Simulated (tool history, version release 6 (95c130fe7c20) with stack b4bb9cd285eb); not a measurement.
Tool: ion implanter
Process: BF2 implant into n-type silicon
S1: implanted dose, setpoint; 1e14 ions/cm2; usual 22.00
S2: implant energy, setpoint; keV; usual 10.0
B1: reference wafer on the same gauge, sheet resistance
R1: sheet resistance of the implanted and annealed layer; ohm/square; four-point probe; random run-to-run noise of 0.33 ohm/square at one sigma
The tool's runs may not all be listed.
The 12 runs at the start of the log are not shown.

run	day	S1	S2	B1	R1
13	14.908	27.14	10.0	189.89	215.68
14	15.812	24.98	7.5	189.83	238.28
15	17.167	27.16	11.5	189.92	205.17
16	17.729	27.14	10.0	190.09	215.58
17	20.708	19.69	10.0	190.18	220.49
18	21.471	22.00	10.0	190.37	218.84
19	22.588	22.00	10.0	190.35	218.54
20	23.279	24.10	13.0	190.28	197.56
21	23.854	17.31	13.5	190.40	200.71
22	24.425	22.00	10.0	190.35	218.79
# day 26.092: extraction supply calibrated
23	27.771	28.04	10.0	190.46	215.68
24	28.558	23.74	10.0	190.53	218.42
25	29.950	22.00	6.5	190.52	251.39
26	30.583	26.58	12.5	190.59	199.37
27	32.917	22.00	10.0	190.68	219.67
28	34.029	28.16	11.0	190.61	209.02
29	35.088	27.31	9.0	190.55	224.83
30	35.875	27.68	13.0	190.61	196.15
# day 37.104: gauge calibrated
31	37.225	22.00	7.5	188.78	238.32
32	37.800	24.15	10.0	188.81	215.97
33	38.400	27.40	8.5	189.02	226.93
34	39.600	26.41	10.0	189.20	215.56
35	40.642	22.00	6.5	189.35	249.73
36	41.879	22.00	8.5	189.36	230.06
37	42.488	27.86	10.0	189.48	215.07

Alternative continuations, all from the tool just after run 37; predict every row:
A	42.504	22.00	10.0	?	?
B	42.504	25.56	10.0	?	?
C	42.504	15.75	12.0	?	?
D	42.504	23.70	12.5	?	?

run	B1	R1
A	189.50	217.53
B	189.50	215.56
C	189.50	210.36
D	189.50	199.72
Stripped of hidden state, with their random variation kept, the same runs would have yielded:
run	R1
A	216.99
B	215.02
C	209.83
D	199.22

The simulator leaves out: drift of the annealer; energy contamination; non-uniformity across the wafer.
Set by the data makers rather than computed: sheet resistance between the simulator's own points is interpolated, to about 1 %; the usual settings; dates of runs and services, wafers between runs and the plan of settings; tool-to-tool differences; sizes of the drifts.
